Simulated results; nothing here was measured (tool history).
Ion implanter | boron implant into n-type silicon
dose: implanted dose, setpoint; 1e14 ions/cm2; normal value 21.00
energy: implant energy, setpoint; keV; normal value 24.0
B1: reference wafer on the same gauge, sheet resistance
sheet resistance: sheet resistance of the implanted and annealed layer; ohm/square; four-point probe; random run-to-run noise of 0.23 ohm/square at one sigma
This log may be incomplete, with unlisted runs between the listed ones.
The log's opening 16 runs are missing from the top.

{"hour": 435.6, "done": "Faraday cup replaced and dose calibrated"}
{"run": 17, "hour": 436.7, "dose": 15.03, "energy": 28.5, "B1": 92.62, "sheet resistance": 91.89}
{"run": 18, "hour": 506.5, "dose": 21.0, "energy": 24.0, "B1": 92.7, "sheet resistance": 77.36}
{"run": 19, "hour": 536.2, "dose": 26.86, "energy": 16.0, "B1": 92.64, "sheet resistance": 81.93}
{"run": 20, "hour": 571.5, "dose": 21.0, "energy": 29.0, "B1": 92.63, "sheet resistance": 73.93}
{"run": 21, "hour": 604.9, "dose": 25.88, "energy": 27.5, "B1": 92.74, "sheet resistance": 67.41}
{"run": 22, "hour": 630.5, "dose": 22.98, "energy": 24.0, "B1": 92.77, "sheet resistance": 73.93}
{"run": 23, "hour": 647.9, "dose": 21.0, "energy": 30.5, "B1": 92.73, "sheet resistance": 73.46}
{"hour": 659.1, "done": "extraction supply calibrated"}
{"run": 24, "hour": 671.6, "dose": 21.0, "energy": 17.0, "B1": 92.66, "sheet resistance": 85.6}
{"run": 25, "hour": 699.7, "dose": 21.0, "energy": 24.0, "B1": 92.67, "sheet resistance": 76.81}
{"run": 26, "hour": 720.0, "dose": 21.0, "energy": 24.0, "B1": 92.71, "sheet resistance": 76.79}
{"run": 27, "hour": 755.5, "dose": 16.8, "energy": 27.0, "B1": 92.69, "sheet resistance": 85.04}
{"run": 28, "hour": 774.6, "dose": 17.92, "energy": 24.0, "B1": 92.74, "sheet resistance": 83.68}
{"run": 29, "hour": 787.1, "dose": 17.55, "energy": 17.0, "B1": 92.67, "sheet resistance": 92.06}
{"run": 30, "hour": 860.0, "dose": 21.0, "energy": 24.0, "B1": 92.72, "sheet resistance": 76.87}
{"run": 31, "hour": 872.6, "dose": 21.0, "energy": 30.5, "B1": 92.76, "sheet resistance": 72.47}

3 options for the next run, each taken on its own from the tool as it stands now. Forecast them:
{"run": "A", "hour": 873.0, "dose": 21.0, "energy": 24.0, "B1": "?", "sheet resistance": "?"}
{"run": "B", "hour": 873.0, "dose": 16.24, "energy": 24.0, "B1": "?", "sheet resistance": "?"}
{"run": "C", "hour": 873.0, "dose": 26.24, "energy": 20.0, "B1": "?", "sheet resistance": "?"}

run=A B1=92.71 sheet_resistance=77.01
run=B B1=92.71 sheet_resistance=88.58
run=C B1=92.71 sheet_resistance=74.62
With no hidden state in the tool, these same runs would have given:
run=A sheet_resistance=77.98
run=B sheet_resistance=89.95
run=C sheet_resistance=75.24

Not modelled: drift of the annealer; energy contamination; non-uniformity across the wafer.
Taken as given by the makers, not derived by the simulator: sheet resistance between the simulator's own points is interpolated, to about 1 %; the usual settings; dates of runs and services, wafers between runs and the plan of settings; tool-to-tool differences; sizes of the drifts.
